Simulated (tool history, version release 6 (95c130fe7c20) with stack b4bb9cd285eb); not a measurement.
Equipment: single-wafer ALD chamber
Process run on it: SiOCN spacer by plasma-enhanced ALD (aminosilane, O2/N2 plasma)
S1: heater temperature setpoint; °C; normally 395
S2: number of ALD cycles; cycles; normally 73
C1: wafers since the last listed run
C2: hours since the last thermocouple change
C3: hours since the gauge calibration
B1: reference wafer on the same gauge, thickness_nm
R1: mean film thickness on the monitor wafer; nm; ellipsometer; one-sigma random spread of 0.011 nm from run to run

run     day   S1  S2   C1      C2     C3     B1     R1
  1       0  387  73    0  2016.8   76.1  4.109  4.365
  2   0.733  387  73   55  2034.4   93.7  4.103  4.383
  3   1.658  395  68   70  2056.6  115.9  4.098  4.041
  4   2.454  400  73   60  2075.7    135  4.096  4.343
  5   3.796  395  73  101  2107.9  167.2  4.091   4.35
  6   4.371  395  73   43  2121.7    181  4.091  4.354
  7    5.55  395  73   89    2150  209.3  4.085  4.322
  8   6.583  395  73   78  2174.8  234.1   4.08  4.341
  9     7.2  389  81   46  2189.6  248.9   4.08  4.803
 10     7.8  395  63   45    2204  263.3  4.079  3.726
 11   8.375  381  73   43  2217.8  277.1  4.074  4.329
      9.021  -- gauge calibrated
      9.079  -- thermocouple changed; heater temperature recalibrated
 12   9.683  408  64   74    14.5   15.9  4.102  3.741
 13  10.433  405  83   57    32.5   33.9  4.103  4.891
 14  10.958  409  73   39    45.1   46.5  4.099  4.224
 15   11.85  407  62   67    66.5   67.9  4.091  3.626

Below are 4 alternative next runs, each starting from the tool's condition after run 15. Predict each:
  A  11.871  395  73   1  67  68.4   ?   ?
  B  11.871  403  81   1  67  68.4   ?   ?
  C  11.871  382  63   1  67  68.4   ?   ?
  D  11.871  402  84   1  67  68.4   ?   ?

run     B1     R1
  A  4.098  4.351
  B  4.098  4.786
  C  4.098  3.755
  D  4.098  4.978
With no hidden state in the tool, these same runs would have given:
run     R1
  A  4.368
  B  4.804
  C  3.769
  D  4.997
